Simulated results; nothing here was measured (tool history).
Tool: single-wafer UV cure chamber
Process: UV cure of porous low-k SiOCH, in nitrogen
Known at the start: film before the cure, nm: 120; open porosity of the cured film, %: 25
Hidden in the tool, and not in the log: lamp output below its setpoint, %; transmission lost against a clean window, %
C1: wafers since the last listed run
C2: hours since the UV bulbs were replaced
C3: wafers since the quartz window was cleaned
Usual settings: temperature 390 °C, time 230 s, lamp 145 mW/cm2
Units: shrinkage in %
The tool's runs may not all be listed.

{"run": 1, "hour": 0.0, "temperature": 400, "time": 230, "lamp": 145, "C1": 0, "C2": 863.1, "C3": 3081, "shrinkage": 16.214}
{"hour": 14.6, "done": "quartz window cleaned"}
{"run": 2, "hour": 29.7, "temperature": 379, "time": 200, "lamp": 145, "C1": 342, "C2": 892.8, "C3": 237, "shrinkage": 14.901}
{"run": 3, "hour": 46.8, "temperature": 379, "time": 200, "lamp": 145, "C1": 269, "C2": 909.9, "C3": 507, "shrinkage": 14.745}
{"run": 4, "hour": 80.4, "temperature": 379, "time": 200, "lamp": 145, "C1": 529, "C2": 943.5, "C3": 1037, "shrinkage": 14.923}
{"run": 5, "hour": 95.0, "temperature": 390, "time": 230, "lamp": 154, "C1": 230, "C2": 958.1, "C3": 1267, "shrinkage": 15.85}
{"run": 6, "hour": 129.6, "temperature": 390, "time": 230, "lamp": 154, "C1": 545, "C2": 992.7, "C3": 1813, "shrinkage": 16.106}
{"run": 7, "hour": 155.7, "temperature": 390, "time": 230, "lamp": 154, "C1": 411, "C2": 1018.8, "C3": 2224, "shrinkage": 15.978}
{"hour": 187.5, "done": "UV bulbs replaced"}
{"hour": 192.8, "done": "quartz window cleaned"}
{"run": 8, "hour": 193.3, "temperature": 390, "time": 230, "lamp": 145, "C1": 383, "C2": 5.8, "C3": 8, "shrinkage": 15.544}
{"run": 9, "hour": 221.7, "temperature": 390, "time": 230, "lamp": 145, "C1": 447, "C2": 34.2, "C3": 456, "shrinkage": 15.672}
{"run": 10, "hour": 328.3, "temperature": 390, "time": 230, "lamp": 145, "C1": 1681, "C2": 140.8, "C3": 2137, "shrinkage": 15.51}
{"run": 11, "hour": 346.6, "temperature": 390, "time": 230, "lamp": 145, "C1": 288, "C2": 159.1, "C3": 2426, "shrinkage": 16.557}
{"run": 12, "hour": 361.1, "temperature": 390, "time": 230, "lamp": 134, "C1": 228, "C2": 173.6, "C3": 2654, "shrinkage": 15.289}
{"hour": 390.7, "done": "quartz window cleaned"}
{"run": 13, "hour": 436.5, "temperature": 390, "time": 325, "lamp": 145, "C1": 1062, "C2": 249.0, "C3": 722, "shrinkage": 17.744}
{"run": 14, "hour": 450.8, "temperature": 390, "time": 230, "lamp": 145, "C1": 225, "C2": 263.3, "C3": 948, "shrinkage": 16.086}
{"run": 15, "hour": 483.9, "temperature": 390, "time": 230, "lamp": 111, "C1": 522, "C2": 296.4, "C3": 1470, "shrinkage": 14.295}
{"run": 16, "hour": 516.8, "temperature": 378, "time": 160, "lamp": 145, "C1": 518, "C2": 329.3, "C3": 1988, "shrinkage": 13.942}
{"run": 17, "hour": 536.2, "temperature": 398, "time": 365, "lamp": 156, "C1": 305, "C2": 348.7, "C3": 2294, "shrinkage": 19.056}
{"run": 18, "hour": 561.7, "temperature": 375, "time": 185, "lamp": 181, "C1": 402, "C2": 374.2, "C3": 2697, "shrinkage": 15.723}
{"hour": 582.0, "done": "quartz window cleaned"}
{"run": 19, "hour": 582.5, "temperature": 408, "time": 280, "lamp": 145, "C1": 201, "C2": 395.0, "C3": 7, "shrinkage": 17.086}
{"run": 20, "hour": 595.1, "temperature": 390, "time": 105, "lamp": 145, "C1": 198, "C2": 407.6, "C3": 206, "shrinkage": 11.586}
{"run": 21, "hour": 619.8, "temperature": 377, "time": 115, "lamp": 145, "C1": 389, "C2": 432.3, "C3": 596, "shrinkage": 12.172}

How the hidden state differs across the entries between the runs, from the last listed run before each to the first after it:
Between runs 1 and 2: quartz window cleaned (hour 14.6)
  no hidden state differs between the two runs
Between runs 7 and 8: UV bulbs replaced (hour 187.5); quartz window cleaned (hour 192.8)
  no hidden state differs between the two runs
Between runs 12 and 13: quartz window cleaned (hour 390.7)
  no hidden state differs between the two runs
Between runs 18 and 19: quartz window cleaned (hour 582.0)
  no hidden state differs between the two runs
